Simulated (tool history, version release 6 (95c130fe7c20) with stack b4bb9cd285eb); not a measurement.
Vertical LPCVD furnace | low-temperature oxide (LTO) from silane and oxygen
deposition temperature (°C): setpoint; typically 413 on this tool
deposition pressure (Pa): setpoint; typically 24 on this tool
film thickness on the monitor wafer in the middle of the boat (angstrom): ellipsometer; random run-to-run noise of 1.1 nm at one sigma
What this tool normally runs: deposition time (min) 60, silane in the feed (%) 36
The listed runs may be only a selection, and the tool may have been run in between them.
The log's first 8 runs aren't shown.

run,hour,deposition temperature (°C),deposition pressure (Pa),deposition time (min),silane in the feed (%),"read-back reference wafer on the same gauge, thickness",film thickness on the monitor wafer in the middle of the boat (angstrom)
9,401.6,413,24,60,36,486,4355
10,470.9,413,24,60,36,486.17,4382.7
11,503.3,413,24,60,36,485.94,4358.2
# hour 525: gauge calibrated
12,553.6,413,24,60,36,485.93,4369.7
13,586.6,413,20.7,60,36,486.07,3769.5
14,645.3,413,20.7,60,36,486.02,3749.5
15,691.8,413,24,48,31,486.24,2874.6
16,742.4,408,20,60,34,486.24,3210.9
17,792.6,418,24,45,36,486.2,3463.2
18,861.4,413,24,60,33,486.17,3901.3
19,931.4,408,20,60,34,486.25,3199.5
20,971.7,424,24,60,32,485.94,4228.7
21,997.4,402,24,60,32,485.91,3329.2
22,1022.8,413,20,60,30,485.77,2869.9
# hour 1093.9: silane flow controller replaced
23,1094.4,413,24,52,36,485.93,3817.8

Expected results for the next run?
24,1118.4,416,24,60,36,?,?

{"run 24": {"read-back reference wafer on the same gauge, thickness": 485.82, "film thickness on the monitor wafer in the middle of the boat (angstrom)": 4538.7}}
On a tool with no hidden condition, and with the same random variation, this run would have come out at film thickness on the monitor wafer in the middle of the boat (angstrom) 4312.1.
